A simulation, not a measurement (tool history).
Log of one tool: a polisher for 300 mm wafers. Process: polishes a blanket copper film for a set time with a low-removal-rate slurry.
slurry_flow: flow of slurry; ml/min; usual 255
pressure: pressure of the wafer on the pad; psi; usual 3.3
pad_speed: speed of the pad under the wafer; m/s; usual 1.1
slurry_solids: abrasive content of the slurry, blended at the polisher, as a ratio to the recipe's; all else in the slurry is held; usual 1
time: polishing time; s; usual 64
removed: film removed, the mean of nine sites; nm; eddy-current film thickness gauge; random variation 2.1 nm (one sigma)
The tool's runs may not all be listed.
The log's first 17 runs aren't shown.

run	hour	slurry_flow	pressure	pad_speed	slurry_solids	time	wafers since the last listed run	wafers polished on this pad	hours since the slurry nozzle was cleaned	hours since the head pressure was calibrated	hours since the slurry blender was calibrated	incoming thickness of the incoming film, nm	removed
# hour 547.5: slurry blender recalibrated
18	557	255	2.7	1.1	1	64	771	1386	176.4	481.8	9.5	909.6	191.2
19	577.9	300	4.4	0.76	1	53	165	1551	197.3	502.7	30.4	900.1	196.2
20	604.5	255	3.3	0.72	1	45	210	1761	223.9	529.3	57	904	116.9
# hour 617.2: worn pad replaced by a new one
21	631.6	165	3.3	1.1	1	74	182	113	251	556.4	84.1	898.3	258.4
22	657.7	255	3.3	1.1	1	64	206	319	277.1	582.5	110.2	890.8	235.8
23	689.9	255	3.3	1.1	1	45	254	574	309.3	614.7	142.4	892	164.6
24	713.6	255	3.3	1.1	1	53	187	761	333	638.4	166.1	901.7	194.9
25	730.5	295	4.2	1.42	1	64	133	895	349.9	655.3	183	901.2	377.6
# hour 763.6: slurry blender recalibrated
26	764.7	255	4.4	1.1	1.3	64	254	1150	384.1	689.5	1.1	901.1	335.8
# hour 785: head pressure recalibrated
27	787.5	255	3.3	1.1	1	64	164	1314	406.9	2.5	23.9	911.7	234.4
28	816.5	195	3.3	0.92	0.9	77	229	1543	435.9	31.5	52.9	892.5	230.9
29	851.2	255	3.3	1.1	1	64	274	1818	470.6	66.2	87.6	895.4	235.4
# hour 852.6: slurry nozzle cleaned
# hour 873.3: worn pad replaced by a new one
30	878.4	210	3.3	0.98	1.2	64	175	40	25.8	93.4	114.8	896.4	218

4 ways to go on from here, each from the tool as it stands after run 30. What would each give?
A	878.8	255	3.3	1.1	1	73	3	43	26.2	93.8	115.2	893.5	?
B	878.8	255	3	1.1	0.7	53	3	43	26.2	93.8	115.2	893.5	?
C	878.8	255	3.3	1.1	0.75	64	3	43	26.2	93.8	115.2	893.5	?
D	878.8	170	4.5	1.1	1	64	3	43	26.2	93.8	115.2	893.5	?

run	removed
A	263.8
B	160.1
C	216.1
D	299.8
Without the tool's hidden state the same runs would have given:
run	removed
A	263.8
B	160.1
C	216.1
D	299.8
